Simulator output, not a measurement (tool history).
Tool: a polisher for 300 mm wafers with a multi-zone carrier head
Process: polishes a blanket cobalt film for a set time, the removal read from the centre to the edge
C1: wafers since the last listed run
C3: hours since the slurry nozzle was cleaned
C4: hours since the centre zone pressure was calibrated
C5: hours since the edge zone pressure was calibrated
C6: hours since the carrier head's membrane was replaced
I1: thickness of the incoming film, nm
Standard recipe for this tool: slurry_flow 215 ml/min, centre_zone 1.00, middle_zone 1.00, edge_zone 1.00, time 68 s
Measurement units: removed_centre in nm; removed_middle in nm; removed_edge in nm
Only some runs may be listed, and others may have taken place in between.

Run 1, hour 0.0: usual settings; C1 0; wafers polished on this pad 1390; C3 463.7; C4 222.2; C5 1379.7; C6 1318.3; I1 1154.0. Result: removed_centre 214.3 nm, removed_middle 222.7 nm, removed_edge 214.3 nm.
At hour 2.0: worn pad replaced by a new one.
Run 2, hour 21.7: usual settings; C1 188; wafers polished on this pad 188; C3 485.4; C4 243.9; C5 1401.4; C6 1340.0; I1 1153.7. Result: removed_centre 237.2 nm, removed_middle 243.1 nm, removed_edge 236.6 nm.
Run 3, hour 50.4: usual settings; C1 273; wafers polished on this pad 462; C3 514.1; C4 272.6; C5 1430.1; C6 1368.7; I1 1162.4. Result: removed_centre 244.5 nm, removed_middle 243.3 nm, removed_edge 231.3 nm.
Run 4, hour 91.6: usual settings; C1 393; wafers polished on this pad 855; C3 555.3; C4 313.8; C5 1471.3; C6 1409.9; I1 1149.8. Result: removed_centre 231.5 nm, removed_middle 238.5 nm, removed_edge 229.2 nm.
Run 5, hour 111.1: usual settings; C1 186; wafers polished on this pad 1041; C3 574.8; C4 333.3; C5 1490.8; C6 1429.4; I1 1145.2. Result: removed_centre 226.8 nm, removed_middle 232.5 nm, removed_edge 226.0 nm.
At hour 129.8: worn pad replaced by a new one.
Run 6, hour 142.4: usual settings; C1 260; wafers polished on this pad 119; C3 606.1; C4 364.6; C5 1522.1; C6 1460.7; I1 1145.7. Result: removed_centre 211.3 nm, removed_middle 212.9 nm, removed_edge 207.3 nm.
At hour 148.3: edge zone pressure recalibrated.
Run 7, hour 159.6: usual settings; C1 145; wafers polished on this pad 264; C3 623.3; C4 381.8; C5 11.3; C6 1477.9; I1 1140.5. Result: removed_centre 206.0 nm, removed_middle 213.6 nm, removed_edge 204.1 nm.
At hour 169.2: carrier head's membrane replaced by a new one.
At hour 177.0: centre zone pressure recalibrated.
Run 8, hour 179.6: usual settings; C1 124; wafers polished on this pad 388; C3 643.3; C4 2.6; C5 31.3; C6 10.4; I1 1151.7. Result: removed_centre 204.5 nm, removed_middle 211.4 nm, removed_edge 207.2 nm.
Run 9, hour 192.7: usual settings but centre_zone 0.91, edge_zone 1.05; C1 124; wafers polished on this pad 513; C3 656.4; C4 15.7; C5 44.4; C6 23.5; I1 1140.0. Result: removed_centre 184.6 nm, removed_middle 207.9 nm, removed_edge 202.4 nm.
At hour 202.9: worn pad replaced by a new one, repeated, since the last time left the tool worse.
Run 10, hour 219.1: usual settings but centre_zone 0.91, edge_zone 1.05; C1 213; wafers polished on this pad 154; C3 682.8; C4 42.1; C5 70.8; C6 49.9; I1 1148.3. Result: removed_centre 222.3 nm, removed_middle 246.4 nm, removed_edge 238.8 nm.
Run 11, hour 243.5: usual settings but centre_zone 1.06; C1 232; wafers polished on this pad 387; C3 707.2; C4 66.5; C5 95.2; C6 74.3; I1 1132.6. Result: removed_centre 255.7 nm, removed_middle 244.4 nm, removed_edge 234.3 nm.
At hour 254.6: slurry nozzle cleaned.
Run 12, hour 261.5: usual settings; C1 162; wafers polished on this pad 549; C3 6.9; C4 84.5; C5 113.2; C6 92.3; I1 1139.9. Result: removed_centre 235.0 nm, removed_middle 240.9 nm, removed_edge 236.3 nm.
Run 13, hour 292.2: usual settings but time 51 s; C1 292; wafers polished on this pad 842; C3 37.6; C4 115.2; C5 143.9; C6 123.0; I1 1152.1. Result: removed_centre 178.0 nm, removed_middle 177.0 nm, removed_edge 173.2 nm.
Run 14, hour 308.1: usual settings but slurry_flow 290 ml/min, centre_zone 0.95, middle_zone 0.97, edge_zone 0.89; C1 151; wafers polished on this pad 994; C3 53.5; C4 131.1; C5 159.8; C6 138.9; I1 1146.7. Result: removed_centre 225.7 nm, removed_middle 235.6 nm, removed_edge 220.4 nm.
At hour 324.2: worn pad replaced by a new one.
Run 15, hour 324.7: usual settings but centre_zone 1.10, edge_zone 0.89; C1 120; wafers polished on this pad 5; C3 70.1; C4 147.7; C5 176.4; C6 155.5; I1 1139.1. Result: removed_centre 258.9 nm, removed_middle 245.6 nm, removed_edge 228.9 nm.
Run 16, hour 341.4: usual settings; C1 159; wafers polished on this pad 164; C3 86.8; C4 164.4; C5 193.1; C6 172.2; I1 1129.8. Result: removed_centre 240.6 nm, removed_middle 246.4 nm, removed_edge 234.1 nm.
Run 17, hour 357.6: usual settings; C1 154; wafers polished on this pad 319; C3 103.0; C4 180.6; C5 209.3; C6 188.4; I1 1151.8. Result: removed_centre 240.5 nm, removed_middle 244.2 nm, removed_edge 233.6 nm.
Run 18, hour 371.8: usual settings but centre_zone 0.91, edge_zone 1.05, time 51 s; C1 135; wafers polished on this pad 454; C3 117.2; C4 194.8; C5 223.5; C6 202.6; I1 1159.5. Result: removed_centre 166.0 nm, removed_middle 182.8 nm, removed_edge 182.0 nm.
Run 19, hour 394.2: usual settings but middle_zone 0.93, time 88 s; C1 213; wafers polished on this pad 668; C3 139.6; C4 217.2; C5 245.9; C6 225.0; I1 1136.1. Result: removed_centre 300.4 nm, removed_middle 292.8 nm, removed_edge 299.9 nm.
Run 20, hour 415.4: usual settings but centre_zone 0.97, middle_zone 1.07, time 74 s; C1 202; wafers polished on this pad 870; C3 160.8; C4 238.4; C5 267.1; C6 246.2; I1 1157.0. Result: removed_centre 250.6 nm, removed_middle 271.7 nm, removed_edge 249.7 nm.

Difference, measured minus no-hidden-state, one row per run. Run-to-run variation is common to both terms; the gauge's own scatter need not be:
The hidden state here: removal rate lost through wear of the pad, %; slurry flow missing at the pad, %; deviation of the centre zone's pressure from its setpoint, %; deviation of the edge zone's pressure from its setpoint, %.
run  removed_centre  removed_middle  removed_edge
  1           -22.3           -23.2         -22.3
  2            -1.5            -1.5          -1.5
  3            -3.6            -3.6          -3.4
  4            -9.3            -9.6          -9.2
  5           -13.2           -13.5         -13.2
  6           -32.8           -33.1         -32.3
  7           -32.9           -34.1         -32.6
  8           -34.5           -35.6         -35.0
  9           -32.7           -36.8         -35.9
 10            -2.5            -2.7          -2.7
 11            -4.5            -4.2          -4.0
 12            -5.9            -6.1          -5.9
 13            -8.1            -8.1          -8.0
 14           -13.6           -14.2         -13.3
 15            -0.4            -0.4          -0.3
 16            -0.7            -0.7          -0.6
 17            -1.6            -1.6          -1.5
 18            -1.9            -2.1          -2.0
 19            -6.8            -6.7          -6.9
 20            -9.6           -10.4          -9.6
